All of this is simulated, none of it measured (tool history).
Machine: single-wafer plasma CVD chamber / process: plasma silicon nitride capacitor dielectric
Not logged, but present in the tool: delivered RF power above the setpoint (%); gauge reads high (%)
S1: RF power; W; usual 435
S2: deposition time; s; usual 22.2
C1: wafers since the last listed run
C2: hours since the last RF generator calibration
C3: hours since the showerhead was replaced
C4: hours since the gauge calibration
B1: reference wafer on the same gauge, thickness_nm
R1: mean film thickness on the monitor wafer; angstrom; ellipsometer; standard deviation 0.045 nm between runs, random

run,hour,S1,S2,C1,C2,C3,C4,B1,R1
1,0,435,22.2,0,1994.2,3506.8,432.8,31.489,296.89
2,31.9,435,22.2,550,2026.1,3538.7,464.7,31.498,296.62
# hour 37.2: gauge calibrated
3,66.2,435,22.2,591,2060.4,3573,29,31.5,297.06
4,89.7,435,22.2,405,2083.9,3596.5,52.5,31.515,296.55
5,124.9,500,22.2,607,2119.1,3631.7,87.7,31.505,309.9
6,143.3,500,22.2,317,2137.5,3650.1,106.1,31.519,308.82
7,167.5,435,22.2,417,2161.7,3674.3,130.3,31.497,296.82
# hour 188.9: showerhead replaced
8,201.4,435,25.2,447,2195.6,12.5,164.2,31.482,335.95
# hour 217.5: RF generator calibrated
9,228.3,435,25.2,326,10.8,39.4,191.1,31.49,332.15
10,247.6,435,22.2,333,30.1,58.7,210.4,31.493,293.14
11,279,435,22.2,541,61.5,90.1,241.8,31.484,292.59
# hour 301.1: RF generator calibrated, repeated, since the last time left the tool worse
12,301.6,435,23.9,251,0.5,112.7,264.4,31.505,324.61
13,330,360,22.2,490,28.9,141.1,292.8,31.5,285.81
14,361.4,435,22.2,541,60.3,172.5,324.2,31.499,302.06

Run 15, settings as shown, results not yet in. Your forecast:
15,377.9,375,24.9,284,76.8,189,340.7,?,?

B1: 31.477
R1: 323.57 angstrom
If the tool had no hidden condition, the same run with the same run-to-run variation would have returned R1 324.34 angstrom.
